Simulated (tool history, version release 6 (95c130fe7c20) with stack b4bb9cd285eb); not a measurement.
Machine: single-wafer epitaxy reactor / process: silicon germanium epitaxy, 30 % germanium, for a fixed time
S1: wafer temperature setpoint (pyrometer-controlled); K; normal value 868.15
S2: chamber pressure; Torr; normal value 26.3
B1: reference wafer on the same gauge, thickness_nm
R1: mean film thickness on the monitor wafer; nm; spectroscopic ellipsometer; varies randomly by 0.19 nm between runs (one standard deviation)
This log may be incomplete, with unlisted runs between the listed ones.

run	hour	S1	S2	B1	R1
1	0	879.15	28.4	53.299	75.166
2	24.8	879.15	28.4	53.316	75.585
3	64.4	858.15	26.3	53.343	51.84
4	89	868.15	25	53.298	59.641
5	128.9	868.15	26.3	53.272	60.851
6	161.4	868.15	26.3	53.288	61.026
7	217.7	868.15	26.3	53.344	60.813
8	262.7	868.15	21.4	53.292	56.157
9	319.1	868.15	21.4	53.313	56.257
10	372.9	868.15	26.3	53.328	60.82
11	442.6	868.15	26.3	53.34	60.973
12	488.1	868.15	26.3	53.288	60.473
13	530.2	868.15	26.3	53.352	60.283
14	565.4	868.15	26.3	53.273	60.576
15	595	872.15	26.3	53.335	64.492
16	660.2	868.15	26.3	53.308	60.397
# hour 682.2: pyrometer calibrated
17	731.8	868.15	26.3	53.341	62.211
18	785.8	868.15	26.3	53.306	62.099
# hour 855.6: capacitance manometer re-zeroed and calibrated
19	856.1	864.15	26.3	53.283	56.297
# hour 905.7: gauge calibrated
20	911.2	868.15	26.3	53.288	60.131
# hour 962.1: showerhead replaced
21	977	863.15	29	53.294	57.888
22	1020.2	856.15	23.6	53.307	47.158
23	1064.5	855.15	23	53.291	46.21
24	1095.2	855.15	23	53.25	46.286
25	1131.8	883.15	20	53.343	68.836
26	1202.9	856.15	32	53.319	53.189
27	1235.5	874.15	24.5	53.319	64.519
28	1286.6	868.15	22.4	53.259	56.984
29	1313	874.15	23	53.327	62.78
30	1350.2	873.15	30.1	53.289	68.957
31	1419.4	868.15	26.3	53.304	60.479
32	1452	868.15	30.1	53.309	63.789
33	1478.3	855.15	30.4	53.292	51.231
34	1518.5	868.15	26.3	53.286	60.447

Here are 3 independent what-if runs from the current tool condition. What would each one return?
A	1518.9	868.15	31.3	?	?
B	1518.9	855.15	31.3	?	?
C	1518.9	863.15	28	?	?

run	B1	R1
A	53.259	64.751
B	53.259	52.24
C	53.259	57.178
Stripped of hidden state, with their random variation kept, the same runs would have yielded:
run	R1
A	64.66
B	52.193
C	57.109

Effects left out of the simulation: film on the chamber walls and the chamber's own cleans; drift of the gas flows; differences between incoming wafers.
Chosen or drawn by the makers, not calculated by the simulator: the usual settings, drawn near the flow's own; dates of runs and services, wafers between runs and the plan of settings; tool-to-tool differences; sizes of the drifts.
